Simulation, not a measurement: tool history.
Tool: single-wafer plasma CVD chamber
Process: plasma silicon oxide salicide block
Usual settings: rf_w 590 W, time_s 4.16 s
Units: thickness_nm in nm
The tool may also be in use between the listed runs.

run   hour  rf_w  time_s  wafers since the last listed run  hours since the last RF generator calibration  hours since the showerhead was replaced  hours since the gauge calibration  read-back reference wafer on the same gauge, thickness_nm  thickness_nm
  1      0   590    4.16                                 0                                          458.3                                   5887.4                              872.6                                                     38.487        43.918
  2   57.2   540    4.74                              3060                                          515.5                                   5944.6                              929.8                                                     38.485        47.704
  3  106.4   540    4.74                              2632                                          564.7                                   5993.8                                979                                                     38.441        47.819
  4    171   540    4.74                              3456                                          629.3                                   6058.4                             1043.6                                                     38.482        47.378
  5  212.7   590    4.72                              2231                                            671                                   6100.1                             1085.3                                                     38.501        48.896
  6  273.9   590    4.72                              3274                                          732.2                                   6161.3                             1146.5                                                     38.503        49.053
  7  304.2   590    4.72                              1621                                          762.5                                   6191.6                             1176.8                                                     38.502        48.814
       382  -- gauge calibrated
  8  382.9   590    4.16                              4211                                          841.2                                   6270.3                                0.9                                                     38.513        42.918
     414.3  -- RF generator calibrated
  9  425.7   590    4.16                              1862                                           11.4                                   6313.1                               43.7                                                      38.48        44.328
 10    488   590    4.16                              3333                                           73.7                                   6375.4                                106                                                     38.545        44.077
 11    513   515    4.38                              1337                                           98.7                                   6400.4                                131                                                     38.462        43.985
 12  581.6   515    4.38                              3670                                          167.3                                     6469                              199.6                                                     38.437         43.56
 13  639.5   495    4.16                              3098                                          225.2                                   6526.9                              257.5                                                     38.438        40.595
     699.5  -- showerhead replaced
 14  710.6   590    4.16                              3376                                          296.3                                     11.1                              328.6                                                     38.455        43.715
 15  752.1   675     3.9                              2220                                          337.8                                     52.6                              370.1                                                     38.528        43.779
 16  804.4   650    4.62                              2798                                          390.1                                    104.9                              422.4                                                     38.474        50.559
 17    868   690    4.16                              3403                                          453.7                                    168.5                                486                                                     38.392        47.007
 18  897.4   555    4.86                              1573                                          483.1                                    197.9                              515.4                                                     38.493        49.654
 19  943.4   525    4.16                              2461                                          529.1                                    243.9                              561.4                                                     38.547        41.556
 20   1013   590    4.16                              3724                                          598.7                                    313.5                                631                                                     38.525        43.444

Forecast each of these 4 alternatives for the next run:
  A  1013.4   590    4.16                                21                                          599.1                                    313.9                              631.4                                                          ?             ?
  B  1013.4   685    3.34                                21                                          599.1                                    313.9                              631.4                                                          ?             ?
  C  1013.4   625    3.75                                21                                          599.1                                    313.9                              631.4                                                          ?             ?
  D  1013.4   550    4.16                                21                                          599.1                                    313.9                              631.4                                                          ?             ?

run  read-back reference wafer on the same gauge, thickness_nm  thickness_nm
  A                                                     38.431        43.062
  B                                                     38.431         36.71
  C                                                     38.431        39.741
  D                                                     38.431        41.818
Without the tool's hidden state the same runs would have given:
run  thickness_nm
  A        43.932
  B        37.451
  C        40.543
  D        42.662
